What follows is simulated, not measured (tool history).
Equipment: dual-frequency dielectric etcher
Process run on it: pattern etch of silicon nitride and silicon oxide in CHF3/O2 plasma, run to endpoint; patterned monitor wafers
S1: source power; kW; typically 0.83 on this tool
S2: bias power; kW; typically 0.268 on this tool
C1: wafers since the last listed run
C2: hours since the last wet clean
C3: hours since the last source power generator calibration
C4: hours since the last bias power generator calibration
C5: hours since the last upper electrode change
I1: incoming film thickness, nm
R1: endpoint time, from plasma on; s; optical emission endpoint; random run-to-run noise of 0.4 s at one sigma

run   hour    S1     S2   C1     C2      C3      C4      C5     I1     R1
  1      0  0.83  0.268    0   18.5  1874.3  4789.1  2405.9    244  115.1
  2     35  0.83  0.268  231   53.5  1909.3  4824.1  2440.9  247.5  116.7
  3   50.7  0.83  0.268  103   69.2    1925  4839.8  2456.6    242  115.4
  4     76  0.83  0.268  167   94.5  1950.3  4865.1  2481.9  248.2    118
  5  109.1  0.83  0.268  218  127.6  1983.4  4898.2    2515  247.4  118.2
  6  121.9  0.83  0.268   84  140.4  1996.2    4911  2527.8  246.6    118
  7  136.7  0.83  0.268   97  155.2    2011  4925.8  2542.6  246.8  117.9
  8  162.3  0.75  0.268  169  180.8  2036.6  4951.4  2568.2  247.4  122.5
  9  190.1  0.83  0.235  183  208.6  2064.4  4979.2    2596  246.3  122.3
 10  290.2  0.83  0.235  660  308.7  2164.5  5079.3  2696.1  246.1  124.1
 11  311.1  0.83  0.268  137  329.6  2185.4  5100.2    2717  247.5    121
 12  342.4  0.83  0.291  206  360.9  2216.7  5131.5  2748.3    244  116.6
 13  359.4  0.83  0.291  112  377.9  2233.7  5148.5  2765.3  247.7  118.7
     398.7  -- upper electrode replaced
 14  399.2  0.83  0.291  104  417.7  2273.5  5188.3     0.5    244  117.5
     436.6  -- wet clean of the chamber
 15  437.1  0.99  0.268   91    0.5  2311.4  5226.2    38.4  246.3  109.7
 16  445.2     1  0.237   53    8.6  2319.5  5234.3    46.5    245  111.9
     457.1  -- bias power generator calibrated
 17  461.4  0.67  0.334   80   24.8  2335.7     4.3    62.7  243.2  115.8
 18  494.2  0.92  0.302  216   57.6  2368.5    37.1    95.5  246.1  109.1
 19  524.7  0.67  0.334  201   88.1    2399    67.6     126  244.2  116.6
     548.2  -- source power generator calibrated
 20  551.6  0.83  0.268  151    115     3.4    94.5   152.9  245.8  116.8
 21  574.6  0.99  0.268  151    138    26.4   117.5   175.9  250.6  112.5
 22  593.3  0.77  0.226  123  156.7    45.1   136.2   194.6  245.1  126.3
 23  616.8  0.64  0.316  155  180.2    68.6   159.7   218.1  247.1  123.2
 24    638  0.62  0.297  139  201.4    89.8   180.9   239.3  246.7  126.8
 25  704.1  0.83  0.316  436  267.5   155.9     247   305.4  247.3  114.7
 26  737.7  0.63  0.234  221  301.1   189.5   280.6     339  247.9    137
 27  771.4  0.89  0.316  222  334.8   223.2   314.3   372.7  247.5  112.2
 28    802  0.74  0.224  202  365.4   253.8   344.9   403.3  245.3  131.1
 29  836.1  0.83  0.295  225  399.5   287.9     379   437.4  244.6  116.6

Here are 3 independent what-if runs from the current tool condition. What would each one return?
  A  836.6  0.83  0.268   3  400  288.4  379.5  437.9  248   ?
  B  836.6  0.94  0.303   3  400  288.4  379.5  437.9  248   ?
  C  836.6  0.68  0.221   3  400  288.4  379.5  437.9  248   ?

run     R1
  A  122.4
  B  113.4
  C  137.7
Had the tool no hidden state, the same runs would have come out as:
run     R1
  A  117.6
  B  108.9
  C  132.3

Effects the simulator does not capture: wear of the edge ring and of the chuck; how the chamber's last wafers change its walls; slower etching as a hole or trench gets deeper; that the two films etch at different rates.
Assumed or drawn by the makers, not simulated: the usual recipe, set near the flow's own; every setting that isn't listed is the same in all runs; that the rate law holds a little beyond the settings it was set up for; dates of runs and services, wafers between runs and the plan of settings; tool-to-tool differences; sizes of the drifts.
